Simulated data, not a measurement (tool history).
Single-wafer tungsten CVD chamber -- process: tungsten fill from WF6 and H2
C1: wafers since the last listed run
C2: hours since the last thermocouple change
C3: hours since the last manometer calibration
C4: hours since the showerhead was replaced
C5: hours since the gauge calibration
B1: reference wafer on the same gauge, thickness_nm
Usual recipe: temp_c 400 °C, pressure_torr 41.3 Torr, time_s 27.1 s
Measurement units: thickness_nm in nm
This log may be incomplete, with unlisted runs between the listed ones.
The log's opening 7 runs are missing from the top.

run 8 day=20.7 | temp_c=400 pressure_torr=41.3 time_s=27.1 | C1=1448 C2=2726.1 C3=1310.8 C4=2068.9 C5=264.4 | B1=86.322 | thickness_nm=91.01
run 9 day=22.846 | temp_c=400 pressure_torr=41.3 time_s=27.1 | C1=1989 C2=2777.6 C3=1362.3 C4=2120.4 C5=315.9 | B1=86.297 | thickness_nm=92.488
run 10 day=27.233 | temp_c=400 pressure_torr=41.3 time_s=27.1 | C1=4066 C2=2882.9 C3=1467.6 C4=2225.7 C5=421.2 | B1=86.225 | thickness_nm=92.449
-- day=28.183 showerhead replaced
run 11 day=28.975 | temp_c=400 pressure_torr=41.3 time_s=28.2 | C1=1305 C2=2924.7 C3=1509.4 C4=19 C5=463 | B1=86.324 | thickness_nm=95.471
run 12 day=32.408 | temp_c=413 pressure_torr=32 time_s=27.1 | C1=3182 C2=3007.1 C3=1591.8 C4=101.4 C5=545.4 | B1=86.217 | thickness_nm=99.253
-- day=34.492 thermocouple changed; heater temperature recalibrated
run 13 day=34.512 | temp_c=400 pressure_torr=41.3 time_s=27.1 | C1=1641 C2=0.5 C3=1642.3 C4=151.9 C5=595.9 | B1=86.262 | thickness_nm=92.252
run 14 day=36.888 | temp_c=407 pressure_torr=41.3 time_s=29.4 | C1=2201 C2=57.5 C3=1699.3 C4=208.9 C5=652.9 | B1=86.297 | thickness_nm=110.948
run 15 day=41.179 | temp_c=406 pressure_torr=41.3 time_s=23.3 | C1=3978 C2=160.5 C3=1802.3 C4=311.9 C5=755.9 | B1=86.212 | thickness_nm=87.052
-- day=42.104 capacitance manometer re-zeroed and calibrated
run 16 day=44.733 | temp_c=400 pressure_torr=47.6 time_s=30.1 | C1=2985 C2=245.8 C3=63.1 C4=397.2 C5=841.2 | B1=86.278 | thickness_nm=109.591
run 17 day=48.754 | temp_c=400 pressure_torr=45.1 time_s=27.1 | C1=3727 C2=342.3 C3=159.6 C4=493.7 C5=937.7 | B1=86.304 | thickness_nm=95.871
run 18 day=51.025 | temp_c=407 pressure_torr=41.3 time_s=24.3 | C1=2104 C2=396.8 C3=214.1 C4=548.2 C5=992.2 | B1=86.3 | thickness_nm=92.562
run 19 day=53.867 | temp_c=387 pressure_torr=44.9 time_s=28.9 | C1=2634 C2=465 C3=282.3 C4=616.4 C5=1060.4 | B1=86.341 | thickness_nm=82.158
run 20 day=56.925 | temp_c=389 pressure_torr=45.3 time_s=30.4 | C1=2834 C2=538.4 C3=355.7 C4=689.8 C5=1133.8 | B1=86.296 | thickness_nm=89.932
run 21 day=61.25 | temp_c=400 pressure_torr=33.3 time_s=32.1 | C1=4008 C2=642.2 C3=459.5 C4=793.6 C5=1237.6 | B1=86.264 | thickness_nm=98.751
run 22 day=64.521 | temp_c=400 pressure_torr=45.4 time_s=27.1 | C1=3031 C2=720.7 C3=538 C4=872.1 C5=1316.1 | B1=86.391 | thickness_nm=96.28
run 23 day=68.521 | temp_c=410 pressure_torr=41.3 time_s=28.5 | C1=3707 C2=816.7 C3=634 C4=968.1 C5=1412.1 | B1=86.344 | thickness_nm=113.942
run 24 day=71.7 | temp_c=391 pressure_torr=32.8 time_s=27.1 | C1=2946 C2=893 C3=710.3 C4=1044.4 C5=1488.4 | B1=86.2 | thickness_nm=71.946
run 25 day=74.021 | temp_c=400 pressure_torr=41.3 time_s=28.9 | C1=2151 C2=948.7 C3=766 C4=1100.1 C5=1544.1 | B1=86.283 | thickness_nm=97.678
run 26 day=76.088 | temp_c=400 pressure_torr=41.3 time_s=27.1 | C1=1915 C2=998.3 C3=815.6 C4=1149.7 C5=1593.7 | B1=86.36 | thickness_nm=92.23
run 27 day=79.104 | temp_c=400 pressure_torr=38.3 time_s=27.1 | C1=2796 C2=1070.7 C3=888 C4=1222.1 C5=1666.1 | B1=86.326 | thickness_nm=90.157
run 28 day=82.838 | temp_c=400 pressure_torr=41.3 time_s=23.5 | C1=3460 C2=1160.3 C3=977.6 C4=1311.7 C5=1755.7 | B1=86.285 | thickness_nm=79.657

Run 29 comes next. What will it give?
run 29 day=87.238 | temp_c=400 pressure_torr=41.3 time_s=31.5 | C1=4078 C2=1265.9 C3=1083.2 C4=1417.3 C5=1861.3 | B1=? | thickness_nm=?

{"run 29": {"B1": 86.248, "thickness_nm": 107.407}}
Without the tool's hidden state the same run would have given thickness_nm 107.407 nm.

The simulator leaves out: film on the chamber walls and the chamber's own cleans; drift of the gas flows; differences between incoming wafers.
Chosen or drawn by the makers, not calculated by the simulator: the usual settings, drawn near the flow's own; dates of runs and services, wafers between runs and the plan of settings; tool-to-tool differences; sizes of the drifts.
